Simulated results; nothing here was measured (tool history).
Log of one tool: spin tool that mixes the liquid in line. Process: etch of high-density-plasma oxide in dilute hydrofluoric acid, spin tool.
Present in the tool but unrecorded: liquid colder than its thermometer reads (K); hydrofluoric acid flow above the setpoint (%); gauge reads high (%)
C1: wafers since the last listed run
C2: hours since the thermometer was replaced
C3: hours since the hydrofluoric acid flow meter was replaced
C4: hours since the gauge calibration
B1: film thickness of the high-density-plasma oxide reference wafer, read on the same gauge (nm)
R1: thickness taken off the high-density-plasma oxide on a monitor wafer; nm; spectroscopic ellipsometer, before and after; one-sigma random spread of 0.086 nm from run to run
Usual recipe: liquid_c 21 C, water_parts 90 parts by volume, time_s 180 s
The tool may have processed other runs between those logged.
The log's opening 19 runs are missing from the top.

{"run": 20, "hour": 238.9, "liquid_c": 24.5, "water_parts": 90, "time_s": 255, "C1": 98, "C2": 127.9, "C3": 68.8, "C4": 216.8, "B1": 130, "R1": 18.23}
{"run": 21, "hour": 247.2, "liquid_c": 21, "water_parts": 90, "time_s": 180, "C1": 57, "C2": 136.2, "C3": 77.1, "C4": 225.1, "B1": 129.99, "R1": 11.48}
{"run": 22, "hour": 254.3, "liquid_c": 21, "water_parts": 90, "time_s": 80, "C1": 48, "C2": 143.3, "C3": 84.2, "C4": 232.2, "B1": 129.99, "R1": 5}
{"run": 23, "hour": 262.1, "liquid_c": 21, "water_parts": 90, "time_s": 180, "C1": 53, "C2": 151.1, "C3": 92, "C4": 240, "B1": 130, "R1": 11.47}
{"hour": 280.3, "done": "hydrofluoric acid flow meter replaced, repeated, since the last time left the tool worse"}
{"run": 24, "hour": 280.8, "liquid_c": 21, "water_parts": 90, "time_s": 180, "C1": 121, "C2": 169.8, "C3": 0.5, "C4": 258.7, "B1": 129.99, "R1": 9.6}
{"run": 25, "hour": 289.4, "liquid_c": 21, "water_parts": 90, "time_s": 180, "C1": 59, "C2": 178.4, "C3": 9.1, "C4": 267.3, "B1": 130.01, "R1": 9.74}
{"run": 26, "hour": 298.0, "liquid_c": 23, "water_parts": 55, "time_s": 235, "C1": 59, "C2": 187, "C3": 17.7, "C4": 275.9, "B1": 130, "R1": 23.57}
{"run": 27, "hour": 304.8, "liquid_c": 21, "water_parts": 125, "time_s": 85, "C1": 46, "C2": 193.8, "C3": 24.5, "C4": 282.7, "B1": 130, "R1": 3.13}
{"run": 28, "hour": 312.3, "liquid_c": 21, "water_parts": 90, "time_s": 180, "C1": 51, "C2": 201.3, "C3": 32, "C4": 290.2, "B1": 130, "R1": 9.62}
{"run": 29, "hour": 319.3, "liquid_c": 17.5, "water_parts": 105, "time_s": 115, "C1": 48, "C2": 208.3, "C3": 39, "C4": 297.2, "B1": 129.98, "R1": 4.51}
{"run": 30, "hour": 334.4, "liquid_c": 21, "water_parts": 50, "time_s": 240, "C1": 103, "C2": 223.4, "C3": 54.1, "C4": 312.3, "B1": 130.01, "R1": 24.75}
{"hour": 335.3, "done": "gauge calibrated"}
{"run": 31, "hour": 344.1, "liquid_c": 18, "water_parts": 75, "time_s": 135, "C1": 66, "C2": 233.1, "C3": 63.8, "C4": 8.8, "B1": 129.99, "R1": 7.98}

Here are 5 independent what-if runs from the current tool condition. What would each one return?
{"run": "A", "hour": 344.6, "liquid_c": 21, "water_parts": 105, "time_s": 180, "C1": 3, "C2": 233.6, "C3": 64.3, "C4": 9.3, "B1": "?", "R1": "?"}
{"run": "B", "hour": 344.6, "liquid_c": 19, "water_parts": 90, "time_s": 180, "C1": 3, "C2": 233.6, "C3": 64.3, "C4": 9.3, "B1": "?", "R1": "?"}
{"run": "C", "hour": 344.6, "liquid_c": 18.5, "water_parts": 45, "time_s": 80, "C1": 3, "C2": 233.6, "C3": 64.3, "C4": 9.3, "B1": "?", "R1": "?"}
{"run": "D", "hour": 344.6, "liquid_c": 18, "water_parts": 105, "time_s": 260, "C1": 3, "C2": 233.6, "C3": 64.3, "C4": 9.3, "B1": "?", "R1": "?"}
{"run": "E", "hour": 344.6, "liquid_c": 21, "water_parts": 70, "time_s": 230, "C1": 3, "C2": 233.6, "C3": 64.3, "C4": 9.3, "B1": "?", "R1": "?"}

run=A B1=129.99 R1=8.32
run=B B1=129.99 R1=9.09
run=C B1=129.99 R1=8.32
run=D B1=129.99 R1=10.62
run=E B1=129.99 R1=16.6
With no hidden state in the tool, these same runs would have given:
run=A R1=8.23
run=B R1=8.99
run=C R1=8.24
run=D R1=10.51
run=E R1=16.43
